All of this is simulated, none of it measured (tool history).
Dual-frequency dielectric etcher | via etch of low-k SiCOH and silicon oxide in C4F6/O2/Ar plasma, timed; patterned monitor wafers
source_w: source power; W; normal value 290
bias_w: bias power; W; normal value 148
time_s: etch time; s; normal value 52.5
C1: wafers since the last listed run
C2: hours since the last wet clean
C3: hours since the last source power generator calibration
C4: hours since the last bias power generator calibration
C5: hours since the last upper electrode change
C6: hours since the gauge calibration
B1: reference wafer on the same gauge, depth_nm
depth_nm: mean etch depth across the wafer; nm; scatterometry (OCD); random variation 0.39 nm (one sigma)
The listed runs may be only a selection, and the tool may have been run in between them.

run 1 hour=0 | source_w=290 bias_w=148 time_s=52.5 | C1=0 C2=418.9 C3=2582.6 C4=1775.2 C5=5051.5 C6=624.3 | B1=90 | depth_nm=114
run 2 hour=16.7 | source_w=320 bias_w=137 time_s=52.5 | C1=237 C2=435.6 C3=2599.3 C4=1791.9 C5=5068.2 C6=641 | B1=89.9 | depth_nm=117.6
run 3 hour=23.2 | source_w=320 bias_w=137 time_s=52.5 | C1=92 C2=442.1 C3=2605.8 C4=1798.4 C5=5074.7 C6=647.5 | B1=90 | depth_nm=117.3
run 4 hour=39 | source_w=240 bias_w=148 time_s=52.5 | C1=224 C2=457.9 C3=2621.6 C4=1814.2 C5=5090.5 C6=663.3 | B1=90 | depth_nm=102
run 5 hour=45.5 | source_w=240 bias_w=148 time_s=52.5 | C1=92 C2=464.4 C3=2628.1 C4=1820.7 C5=5097 C6=669.8 | B1=89.9 | depth_nm=102
run 6 hour=54.4 | source_w=240 bias_w=148 time_s=52.5 | C1=126 C2=473.3 C3=2637 C4=1829.6 C5=5105.9 C6=678.7 | B1=89.9 | depth_nm=101.8
-- hour=81.9 wet clean of the chamber
run 7 hour=82.4 | source_w=290 bias_w=148 time_s=43.5 | C1=56 C2=0.5 C3=2665 C4=1857.6 C5=5133.9 C6=706.7 | B1=90.1 | depth_nm=91.5
run 8 hour=82.7 | source_w=330 bias_w=148 time_s=52.5 | C1=4 C2=0.8 C3=2665.3 C4=1857.9 C5=5134.2 C6=707 | B1=90 | depth_nm=118.5
run 9 hour=84.1 | source_w=240 bias_w=137 time_s=67 | C1=19 C2=2.2 C3=2666.7 C4=1859.3 C5=5135.6 C6=708.4 | B1=89.9 | depth_nm=123.3
run 10 hour=117.4 | source_w=240 bias_w=137 time_s=67 | C1=473 C2=35.5 C3=2700 C4=1892.6 C5=5168.9 C6=741.7 | B1=90 | depth_nm=123.5
-- hour=123.7 gauge calibrated
run 11 hour=131.9 | source_w=290 bias_w=134 time_s=52.5 | C1=206 C2=50 C3=2714.5 C4=1907.1 C5=5183.4 C6=8.2 | B1=90 | depth_nm=108.4
-- hour=191.8 upper electrode replaced
run 12 hour=192.3 | source_w=330 bias_w=130 time_s=41.5 | C1=517 C2=110.4 C3=2774.9 C4=1967.5 C5=0.5 C6=68.6 | B1=90 | depth_nm=91.2
run 13 hour=192.6 | source_w=320 bias_w=113 time_s=52.5 | C1=4 C2=110.7 C3=2775.2 C4=1967.8 C5=0.8 C6=68.9 | B1=90 | depth_nm=109.5
run 14 hour=202.9 | source_w=330 bias_w=121 time_s=44.5 | C1=146 C2=121 C3=2785.5 C4=1978.1 C5=11.1 C6=79.2 | B1=90.1 | depth_nm=96.5
run 15 hour=211.1 | source_w=290 bias_w=124 time_s=46 | C1=116 C2=129.2 C3=2793.7 C4=1986.3 C5=19.3 C6=87.4 | B1=90 | depth_nm=93.3
-- hour=231.1 source power generator calibrated
run 16 hour=240.6 | source_w=290 bias_w=148 time_s=44 | C1=362 C2=158.7 C3=9.5 C4=2015.8 C5=48.8 C6=116.9 | B1=90 | depth_nm=93.6
run 17 hour=252 | source_w=290 bias_w=148 time_s=52.5 | C1=162 C2=170.1 C3=20.9 C4=2027.2 C5=60.2 C6=128.3 | B1=89.9 | depth_nm=111.6
run 18 hour=263 | source_w=290 bias_w=148 time_s=52.5 | C1=156 C2=181.1 C3=31.9 C4=2038.2 C5=71.2 C6=139.3 | B1=90 | depth_nm=111.8
-- hour=271.7 bias power generator calibrated
run 19 hour=272.2 | source_w=230 bias_w=148 time_s=67 | C1=73 C2=190.3 C3=41.1 C4=0.5 C5=80.4 C6=148.5 | B1=90 | depth_nm=124.3
run 20 hour=278.9 | source_w=290 bias_w=148 time_s=40.5 | C1=95 C2=197 C3=47.8 C4=7.2 C5=87.1 C6=155.2 | B1=90 | depth_nm=86.5
run 21 hour=291.6 | source_w=270 bias_w=183 time_s=66 | C1=180 C2=209.7 C3=60.5 C4=19.9 C5=99.8 C6=167.9 | B1=90 | depth_nm=143.9
run 22 hour=308.1 | source_w=340 bias_w=138 time_s=60.5 | C1=234 C2=226.2 C3=77 C4=36.4 C5=116.3 C6=184.4 | B1=89.9 | depth_nm=138.9
run 23 hour=315.3 | source_w=250 bias_w=114 time_s=52.5 | C1=102 C2=233.4 C3=84.2 C4=43.6 C5=123.5 C6=191.6 | B1=90 | depth_nm=96
run 24 hour=327 | source_w=290 bias_w=115 time_s=37 | C1=166 C2=245.1 C3=95.9 C4=55.3 C5=135.2 C6=203.3 | B1=89.9 | depth_nm=74.7
run 25 hour=342.8 | source_w=290 bias_w=148 time_s=52.5 | C1=224 C2=260.9 C3=111.7 C4=71.1 C5=151 C6=219.1 | B1=90.1 | depth_nm=113.7
run 26 hour=353.5 | source_w=290 bias_w=148 time_s=52.5 | C1=152 C2=271.6 C3=122.4 C4=81.8 C5=161.7 C6=229.8 | B1=90.1 | depth_nm=112.9
run 27 hour=362.4 | source_w=360 bias_w=184 time_s=52.5 | C1=126 C2=280.5 C3=131.3 C4=90.7 C5=170.6 C6=238.7 | B1=89.9 | depth_nm=134.3
run 28 hour=380.2 | source_w=290 bias_w=148 time_s=52.5 | C1=252 C2=298.3 C3=149.1 C4=108.5 C5=188.4 C6=256.5 | B1=89.9 | depth_nm=113.1
run 29 hour=397.4 | source_w=290 bias_w=181 time_s=47 | C1=244 C2=315.5 C3=166.3 C4=125.7 C5=205.6 C6=273.7 | B1=89.9 | depth_nm=107.3
run 30 hour=410.9 | source_w=240 bias_w=130 time_s=60 | C1=191 C2=329 C3=179.8 C4=139.2 C5=219.1 C6=287.2 | B1=89.9 | depth_nm=112

Run-by-run hidden state of the tool:
source power that arrives over what is set, %: 0 at every run
bias power that arrives over what is set, %: 0 at every run
gauge reads high (%): 0 at every run
H1: etch rate over this chamber's usual, %
run=1 H1=2.7
run=2 H1=2.84
run=3 H1=2.89
run=4 H1=3.01
run=5 H1=3.07
run=6 H1=3.14
run=7 H1=-0.226
run=8 H1=-0.223
run=9 H1=-0.212
run=10 H1=0.0554
run=11 H1=0.172
run=12 H1=0.657
run=13 H1=0.659
run=14 H1=0.742
run=15 H1=0.808
run=16 H1=1.04
run=17 H1=1.14
run=18 H1=1.22
run=19 H1=1.3
run=20 H1=1.35
run=21 H1=1.45
run=22 H1=1.59
run=23 H1=1.64
run=24 H1=1.74
run=25 H1=1.86
run=26 H1=1.95
run=27 H1=2.02
run=28 H1=2.16
run=29 H1=2.3
run=30 H1=2.41

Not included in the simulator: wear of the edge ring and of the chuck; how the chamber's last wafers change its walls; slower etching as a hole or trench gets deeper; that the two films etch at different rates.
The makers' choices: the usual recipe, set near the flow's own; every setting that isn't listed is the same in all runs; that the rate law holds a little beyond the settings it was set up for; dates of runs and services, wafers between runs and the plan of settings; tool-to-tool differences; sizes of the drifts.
